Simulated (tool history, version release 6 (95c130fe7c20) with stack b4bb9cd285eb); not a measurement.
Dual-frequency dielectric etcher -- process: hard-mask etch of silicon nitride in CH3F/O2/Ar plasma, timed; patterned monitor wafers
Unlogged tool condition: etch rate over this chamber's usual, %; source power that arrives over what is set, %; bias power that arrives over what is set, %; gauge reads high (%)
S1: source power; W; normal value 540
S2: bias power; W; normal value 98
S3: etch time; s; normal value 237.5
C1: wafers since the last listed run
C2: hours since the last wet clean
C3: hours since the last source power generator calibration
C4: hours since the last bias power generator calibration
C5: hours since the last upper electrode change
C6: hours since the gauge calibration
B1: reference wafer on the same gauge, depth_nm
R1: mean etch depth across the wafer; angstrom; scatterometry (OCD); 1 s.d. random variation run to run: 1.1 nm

run	hour	S1	S2	S3	C1	C2	C3	C4	C5	C6	B1	R1
1	0	540	98	260.5	0	34.8	958.2	3933.2	3619	678.6	205.3	2330
2	33.4	540	98	237.5	164	68.2	991.6	3966.6	3652.4	712	205.5	2129
3	48.7	540	98	237.5	75	83.5	1006.9	3981.9	3667.7	727.3	205	2127
4	81	540	98	237.5	158	115.8	1039.2	4014.2	3700	759.6	205.2	2141
5	95.3	540	98	237.5	70	130.1	1053.5	4028.5	3714.3	773.9	205	2125
6	120.9	540	98	237.5	125	155.7	1079.1	4054.1	3739.9	799.5	204.9	2150
# hour 135.5: bias power generator calibrated
7	136.4	540	98	237.5	56	171.2	1094.6	0.9	3755.4	815	205.4	2154
# hour 152.6: gauge calibrated
8	157.3	540	98	181	102	192.1	1115.5	21.8	3776.3	4.7	205.2	1626
9	180.3	540	98	181	113	215.1	1138.5	44.8	3799.3	27.7	204.9	1630
10	203.6	540	98	237.5	114	238.4	1161.8	68.1	3822.6	51	204.8	2146
11	235.5	650	118	258	156	270.3	1193.7	100	3854.5	82.9	205.2	2699
12	255	620	74	304	95	289.8	1213.2	119.5	3874	102.4	205.1	2478
13	280.2	590	118	256.5	123	315	1238.4	144.7	3899.2	127.6	205	2594
14	315.2	620	89	237.5	172	350	1273.4	179.7	3934.2	162.6	205	2157
# hour 347.1: upper electrode replaced
15	347.9	540	98	237.5	42	382.7	1306.1	212.4	0.8	195.3	204.7	2125
16	364.3	540	98	265	80	399.1	1322.5	228.8	17.2	211.7	204.8	2387
17	392.5	540	88	181.5	138	427.3	1350.7	257	45.4	239.9	205.1	1560
18	407.8	660	98	168.5	75	442.6	1366	272.3	60.7	255.2	205	1629
19	428	540	98	237.5	99	462.8	1386.2	292.5	80.9	275.4	204.9	2142
# hour 454.4: source power generator calibrated
20	459.4	460	114	171.5	134	494.2	5	323.9	112.3	306.8	204.8	1580
21	481	470	115	300.5	106	515.8	26.6	345.5	133.9	328.4	204.9	2798
22	513.8	420	98	216	161	548.6	59.4	378.3	166.7	361.2	205	1793
# hour 544.7: wet clean of the chamber
23	545.2	540	98	237.5	36	0.5	90.8	409.7	198.1	392.6	205.2	2167
24	572.7	630	81	237.5	135	28	118.3	437.2	225.6	420.1	205.2	2053
25	592.9	540	119	289	99	48.2	138.5	457.4	245.8	440.3	205.3	2871
26	649.4	610	118	285	277	104.7	195	513.9	302.3	496.8	205.1	2922
27	684.2	540	98	237.5	171	139.5	229.8	548.7	337.1	531.6	205.2	2155
28	710.7	440	98	192.5	130	166	256.3	575.2	363.6	558.1	205	1608
29	743.4	600	106	308	160	198.7	289	607.9	396.3	590.8	204.9	2985
30	770.7	540	122	265	134	226	316.3	635.2	423.6	618.1	204.9	2651

4 options for the next run, each taken on its own from the tool as it stands now. Forecast them:
A	771.2	540	98	237.5	2	226.5	316.8	635.7	424.1	618.6	?	?
B	771.2	640	105	256.5	2	226.5	316.8	635.7	424.1	618.6	?	?
C	771.2	660	84	206	2	226.5	316.8	635.7	424.1	618.6	?	?
D	771.2	540	98	182.5	2	226.5	316.8	635.7	424.1	618.6	?	?

run	B1	R1
A	205.1	2151
B	205.1	2550
C	205.1	1855
D	205.1	1653
With no hidden state in the tool, these same runs would have given:
run	R1
A	2151
B	2550
C	1855
D	1653
